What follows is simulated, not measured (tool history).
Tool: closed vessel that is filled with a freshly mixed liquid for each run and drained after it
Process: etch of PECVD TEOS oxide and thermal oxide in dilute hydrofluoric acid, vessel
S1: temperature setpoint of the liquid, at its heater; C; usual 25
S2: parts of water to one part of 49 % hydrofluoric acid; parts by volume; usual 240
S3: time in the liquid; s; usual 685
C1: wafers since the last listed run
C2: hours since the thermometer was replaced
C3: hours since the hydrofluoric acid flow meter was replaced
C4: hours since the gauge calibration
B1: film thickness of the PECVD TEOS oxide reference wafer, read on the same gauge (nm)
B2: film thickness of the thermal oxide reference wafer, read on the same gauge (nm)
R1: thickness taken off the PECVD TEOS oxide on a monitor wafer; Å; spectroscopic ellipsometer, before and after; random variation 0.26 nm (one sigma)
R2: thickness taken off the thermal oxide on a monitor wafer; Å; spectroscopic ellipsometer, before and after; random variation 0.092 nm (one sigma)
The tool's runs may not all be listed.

| run | hour | S1 | S2 | S3 | C1 | C2 | C3 | C4 | B1 | B2 | R1 | R2 |
|---|---|---|---|---|---|---|---|---|---|---|---|---|
| 1 | 0 | 25 | 240 | 685 | 0 | 1127.1 | 1768.9 | 1308.4 | 60.01 | 39.97 | 375.3 | 116.4 |
| 2 | 51.6 | 25 | 240 | 685 | 3729 | 1178.7 | 1820.5 | 1360 | 60.03 | 39.99 | 374.9 | 115.1 |
| 3 | 107.3 | 25 | 240 | 685 | 4025 | 1234.4 | 1876.2 | 1415.7 | 59.99 | 39.99 | 369.1 | 116.6 |
| 4 | 154.8 | 25 | 240 | 685 | 3433 | 1281.9 | 1923.7 | 1463.2 | 59.99 | 40 | 373.8 | 116.3 |
| 5 | 223.4 | 25 | 240 | 685 | 4958 | 1350.5 | 1992.3 | 1531.8 | 59.98 | 39.98 | 375.6 | 115.3 |
| 6 | 360.4 | 25 | 300 | 685 | 9902 | 1487.5 | 2129.3 | 1668.8 | 60.01 | 40.04 | 281.5 | 88.6 |
| 7 | 410 | 27.5 | 135 | 1060 | 3584 | 1537.1 | 2178.9 | 1718.4 | 60.01 | 39.97 | 1280.9 | 387.5 |
| 8 | 472.6 | 21.5 | 190 | 330 | 4524 | 1599.7 | 2241.5 | 1781 | 60.01 | 40.02 | 208.6 | 64.2 |
| 9 | 507.4 | 25 | 240 | 685 | 2515 | 1634.5 | 2276.3 | 1815.8 | 60 | 40.02 | 375.4 | 115.4 |
| 10 | 622.7 | 29.5 | 240 | 685 | 8333 | 1749.8 | 2391.6 | 1931.1 | 60 | 40 | 440 | 136 |
|  | 637.6 | hydrofluoric acid flow meter replaced |
| 11 | 657 | 25 | 210 | 335 | 2406 | 1784.1 | 19.4 | 1965.4 | 60.01 | 40.03 | 195.6 | 60.1 |
| 12 | 699.5 | 21 | 315 | 550 | 3071 | 1826.6 | 61.9 | 2007.9 | 59.97 | 39.98 | 169.7 | 51.9 |
| 13 | 763.9 | 25 | 290 | 685 | 4654 | 1891 | 126.3 | 2072.3 | 59.99 | 40.01 | 266.3 | 81.9 |
| 14 | 803.3 | 25 | 190 | 870 | 2847 | 1930.4 | 165.7 | 2111.7 | 60 | 40.01 | 576.4 | 176.3 |
|  | 861.2 | thermometer replaced |
| 15 | 999.8 | 22.5 | 170 | 480 | 14130 | 138.6 | 362.2 | 2308.2 | 60 | 40.02 | 353.9 | 108.8 |
| 16 | 1046.6 | 25 | 170 | 1035 | 3382 | 185.4 | 409 | 2355 | 60.01 | 39.99 | 843.5 | 258.3 |
| 17 | 1104.9 | 25 | 240 | 685 | 4213 | 243.7 | 467.3 | 2413.3 | 60 | 40 | 366.4 | 112.3 |
| 18 | 1148.1 | 29.5 | 180 | 870 | 3122 | 286.9 | 510.5 | 2456.5 | 60 | 39.99 | 774.8 | 238.3 |
|  | 1202.2 | gauge calibrated |
| 19 | 1211.8 | 30 | 140 | 435 | 4604 | 350.6 | 574.2 | 9.6 | 59.99 | 39.99 | 537.8 | 162.8 |
| 20 | 1273.3 | 26.5 | 325 | 445 | 4445 | 412.1 | 635.7 | 71.1 | 60 | 40.01 | 168.8 | 52.4 |
| 21 | 1442.4 | 25 | 320 | 685 | 12222 | 581.2 | 804.8 | 240.2 | 60 | 40.01 | 253.9 | 77.4 |

Run 22 comes next. What will it give?
| 22 | 1491.3 | 25 | 240 | 685 | 3534 | 630.1 | 853.7 | 289.1 | ? | ? | ? | ? |

B1: 59.99
B2: 40.01
R1: 363.5 Å
R2: 113.4 Å
Without the tool's hidden state the same run would have given R1 361.5 Å, R2 112.8 Å.
